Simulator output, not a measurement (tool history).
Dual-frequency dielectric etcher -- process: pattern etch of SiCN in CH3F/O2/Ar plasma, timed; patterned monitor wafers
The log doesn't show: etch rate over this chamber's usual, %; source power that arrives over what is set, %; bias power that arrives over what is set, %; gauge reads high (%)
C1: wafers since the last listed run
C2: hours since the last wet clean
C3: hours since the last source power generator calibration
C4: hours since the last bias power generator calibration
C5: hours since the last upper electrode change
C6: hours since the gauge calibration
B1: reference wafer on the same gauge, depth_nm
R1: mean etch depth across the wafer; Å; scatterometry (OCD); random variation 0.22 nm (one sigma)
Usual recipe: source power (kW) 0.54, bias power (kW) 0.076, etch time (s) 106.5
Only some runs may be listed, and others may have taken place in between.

{"run": 1, "hour": 0.0, "source power (kW)": 0.54, "bias power (kW)": 0.076, "etch time (s)": 106.5, "C1": 0, "C2": 330.6, "C3": 2019.3, "C4": 1784.4, "C5": 3231.5, "C6": 429.7, "B1": 39.85, "R1": 437.8}
{"run": 2, "hour": 26.9, "source power (kW)": 0.54, "bias power (kW)": 0.076, "etch time (s)": 106.5, "C1": 228, "C2": 357.5, "C3": 2046.2, "C4": 1811.3, "C5": 3258.4, "C6": 456.6, "B1": 39.76, "R1": 441.1}
{"hour": 70.5, "done": "wet clean of the chamber"}
{"run": 3, "hour": 71.0, "source power (kW)": 0.5, "bias power (kW)": 0.076, "etch time (s)": 106.5, "C1": 170, "C2": 0.5, "C3": 2090.3, "C4": 1855.4, "C5": 3302.5, "C6": 500.7, "B1": 39.81, "R1": 394.9}
{"run": 4, "hour": 81.1, "source power (kW)": 0.5, "bias power (kW)": 0.076, "etch time (s)": 106.5, "C1": 85, "C2": 10.6, "C3": 2100.4, "C4": 1865.5, "C5": 3312.6, "C6": 510.8, "B1": 39.79, "R1": 400.2}
{"run": 5, "hour": 102.7, "source power (kW)": 0.5, "bias power (kW)": 0.076, "etch time (s)": 106.5, "C1": 183, "C2": 32.2, "C3": 2122, "C4": 1887.1, "C5": 3334.2, "C6": 532.4, "B1": 39.77, "R1": 399.2}
{"run": 6, "hour": 200.2, "source power (kW)": 0.54, "bias power (kW)": 0.076, "etch time (s)": 90, "C1": 827, "C2": 129.7, "C3": 2219.5, "C4": 1984.6, "C5": 3431.7, "C6": 629.9, "B1": 39.86, "R1": 358.5}
{"run": 7, "hour": 227.8, "source power (kW)": 0.54, "bias power (kW)": 0.076, "etch time (s)": 106.5, "C1": 234, "C2": 157.3, "C3": 2247.1, "C4": 2012.2, "C5": 3459.3, "C6": 657.5, "B1": 39.92, "R1": 425.9}
{"run": 8, "hour": 254.8, "source power (kW)": 0.54, "bias power (kW)": 0.076, "etch time (s)": 106.5, "C1": 229, "C2": 184.3, "C3": 2274.1, "C4": 2039.2, "C5": 3486.3, "C6": 684.5, "B1": 39.8, "R1": 427.1}
{"hour": 262.4, "done": "bias power generator calibrated"}
{"hour": 272.0, "done": "source power generator calibrated"}
{"run": 9, "hour": 272.5, "source power (kW)": 0.54, "bias power (kW)": 0.076, "etch time (s)": 106.5, "C1": 82, "C2": 202, "C3": 0.5, "C4": 10.1, "C5": 3504, "C6": 702.2, "B1": 39.8, "R1": 427.8}
{"run": 10, "hour": 302.6, "source power (kW)": 0.54, "bias power (kW)": 0.076, "etch time (s)": 106.5, "C1": 255, "C2": 232.1, "C3": 30.6, "C4": 40.2, "C5": 3534.1, "C6": 732.3, "B1": 39.78, "R1": 430.3}
{"run": 11, "hour": 318.3, "source power (kW)": 0.43, "bias power (kW)": 0.082, "etch time (s)": 91.5, "C1": 133, "C2": 247.8, "C3": 46.3, "C4": 55.9, "C5": 3549.8, "C6": 748, "B1": 39.84, "R1": 329.5}
{"run": 12, "hour": 350.8, "source power (kW)": 0.46, "bias power (kW)": 0.09, "etch time (s)": 86.5, "C1": 275, "C2": 280.3, "C3": 78.8, "C4": 88.4, "C5": 3582.3, "C6": 780.5, "B1": 39.82, "R1": 338.2}
{"run": 13, "hour": 383.6, "source power (kW)": 0.54, "bias power (kW)": 0.066, "etch time (s)": 106.5, "C1": 278, "C2": 313.1, "C3": 111.6, "C4": 121.2, "C5": 3615.1, "C6": 813.3, "B1": 39.83, "R1": 407.2}
{"hour": 455.6, "done": "wet clean of the chamber"}
{"run": 14, "hour": 456.1, "source power (kW)": 0.54, "bias power (kW)": 0.09, "etch time (s)": 129, "C1": 411, "C2": 0.5, "C3": 184.1, "C4": 193.7, "C5": 3687.6, "C6": 885.8, "B1": 39.9, "R1": 550.7}
{"hour": 484.5, "done": "upper electrode replaced"}
{"run": 15, "hour": 485.0, "source power (kW)": 0.54, "bias power (kW)": 0.076, "etch time (s)": 106.5, "C1": 41, "C2": 29.4, "C3": 213, "C4": 222.6, "C5": 0.5, "C6": 914.7, "B1": 39.72, "R1": 416.5}
{"run": 16, "hour": 497.3, "source power (kW)": 0.6, "bias power (kW)": 0.076, "etch time (s)": 86.5, "C1": 104, "C2": 41.7, "C3": 225.3, "C4": 234.9, "C5": 12.8, "C6": 927, "B1": 39.7, "R1": 362.8}
{"run": 17, "hour": 522.1, "source power (kW)": 0.54, "bias power (kW)": 0.076, "etch time (s)": 106.5, "C1": 210, "C2": 66.5, "C3": 250.1, "C4": 259.7, "C5": 37.6, "C6": 951.8, "B1": 39.69, "R1": 421.7}
{"run": 18, "hour": 541.9, "source power (kW)": 0.46, "bias power (kW)": 0.07, "etch time (s)": 97, "C1": 167, "C2": 86.3, "C3": 269.9, "C4": 279.5, "C5": 57.4, "C6": 971.6, "B1": 39.65, "R1": 333.8}
{"hour": 548.9, "done": "gauge calibrated"}
{"run": 19, "hour": 560.6, "source power (kW)": 0.43, "bias power (kW)": 0.06, "etch time (s)": 88, "C1": 158, "C2": 105, "C3": 288.6, "C4": 298.2, "C5": 76.1, "C6": 11.7, "B1": 39.9, "R1": 272.3}
{"run": 20, "hour": 589.4, "source power (kW)": 0.61, "bias power (kW)": 0.076, "etch time (s)": 99, "C1": 244, "C2": 133.8, "C3": 317.4, "C4": 327, "C5": 104.9, "C6": 40.5, "B1": 39.85, "R1": 422.8}
{"run": 21, "hour": 602.1, "source power (kW)": 0.6, "bias power (kW)": 0.064, "etch time (s)": 91.5, "C1": 107, "C2": 146.5, "C3": 330.1, "C4": 339.7, "C5": 117.6, "C6": 53.2, "B1": 39.86, "R1": 364.8}
{"run": 22, "hour": 627.0, "source power (kW)": 0.54, "bias power (kW)": 0.063, "etch time (s)": 106.5, "C1": 211, "C2": 171.4, "C3": 355, "C4": 364.6, "C5": 142.5, "C6": 78.1, "B1": 39.82, "R1": 392.2}
{"run": 23, "hour": 640.7, "source power (kW)": 0.54, "bias power (kW)": 0.076, "etch time (s)": 106.5, "C1": 116, "C2": 185.1, "C3": 368.7, "C4": 378.3, "C5": 156.2, "C6": 91.8, "B1": 39.88, "R1": 426}
{"run": 24, "hour": 671.1, "source power (kW)": 0.54, "bias power (kW)": 0.076, "etch time (s)": 106.5, "C1": 257, "C2": 215.5, "C3": 399.1, "C4": 408.7, "C5": 186.6, "C6": 122.2, "B1": 39.74, "R1": 430.5}
{"run": 25, "hour": 684.5, "source power (kW)": 0.59, "bias power (kW)": 0.092, "etch time (s)": 90, "C1": 113, "C2": 228.9, "C3": 412.5, "C4": 422.1, "C5": 200, "C6": 135.6, "B1": 39.76, "R1": 416.1}
{"run": 26, "hour": 715.8, "source power (kW)": 0.46, "bias power (kW)": 0.094, "etch time (s)": 137, "C1": 265, "C2": 260.2, "C3": 443.8, "C4": 453.4, "C5": 231.3, "C6": 166.9, "B1": 39.8, "R1": 542.4}
{"run": 27, "hour": 740.9, "source power (kW)": 0.66, "bias power (kW)": 0.065, "etch time (s)": 98.5, "C1": 212, "C2": 285.3, "C3": 468.9, "C4": 478.5, "C5": 256.4, "C6": 192, "B1": 39.85, "R1": 418.3}
{"run": 28, "hour": 759.6, "source power (kW)": 0.54, "bias power (kW)": 0.076, "etch time (s)": 106.5, "C1": 158, "C2": 304, "C3": 487.6, "C4": 497.2, "C5": 275.1, "C6": 210.7, "B1": 39.87, "R1": 429.9}
{"run": 29, "hour": 783.0, "source power (kW)": 0.66, "bias power (kW)": 0.065, "etch time (s)": 98.5, "C1": 198, "C2": 327.4, "C3": 511, "C4": 520.6, "C5": 298.5, "C6": 234.1, "B1": 39.9, "R1": 423.7}

Forecast each of these 5 alternatives for the next run:
{"run": "A", "hour": 783.4, "source power (kW)": 0.54, "bias power (kW)": 0.076, "etch time (s)": 106.5, "C1": 3, "C2": 327.8, "C3": 511.4, "C4": 521, "C5": 298.9, "C6": 234.5, "B1": "?", "R1": "?"}
{"run": "B", "hour": 783.4, "source power (kW)": 0.54, "bias power (kW)": 0.07, "etch time (s)": 136, "C1": 3, "C2": 327.8, "C3": 511.4, "C4": 521, "C5": 298.9, "C6": 234.5, "B1": "?", "R1": "?"}
{"run": "C", "hour": 783.4, "source power (kW)": 0.6, "bias power (kW)": 0.076, "etch time (s)": 106.5, "C1": 3, "C2": 327.8, "C3": 511.4, "C4": 521, "C5": 298.9, "C6": 234.5, "B1": "?", "R1": "?"}
{"run": "D", "hour": 783.4, "source power (kW)": 0.49, "bias power (kW)": 0.089, "etch time (s)": 121.5, "C1": 3, "C2": 327.8, "C3": 511.4, "C4": 521, "C5": 298.9, "C6": 234.5, "B1": "?", "R1": "?"}
{"run": "E", "hour": 783.4, "source power (kW)": 0.54, "bias power (kW)": 0.076, "etch time (s)": 85, "C1": 3, "C2": 327.8, "C3": 511.4, "C4": 521, "C5": 298.9, "C6": 234.5, "B1": "?", "R1": "?"}

run=A B1=39.81 R1=433
run=B B1=39.81 R1=534.1
run=C B1=39.81 R1=460.6
run=D B1=39.81 R1=497.7
run=E B1=39.81 R1=345.6
The same runs, with their run-to-run variation unchanged, on a tool lacking any hidden condition would have given:
run=A R1=418.2
run=B R1=515.8
run=C R1=444.9
run=D R1=480.6
run=E R1=333.8

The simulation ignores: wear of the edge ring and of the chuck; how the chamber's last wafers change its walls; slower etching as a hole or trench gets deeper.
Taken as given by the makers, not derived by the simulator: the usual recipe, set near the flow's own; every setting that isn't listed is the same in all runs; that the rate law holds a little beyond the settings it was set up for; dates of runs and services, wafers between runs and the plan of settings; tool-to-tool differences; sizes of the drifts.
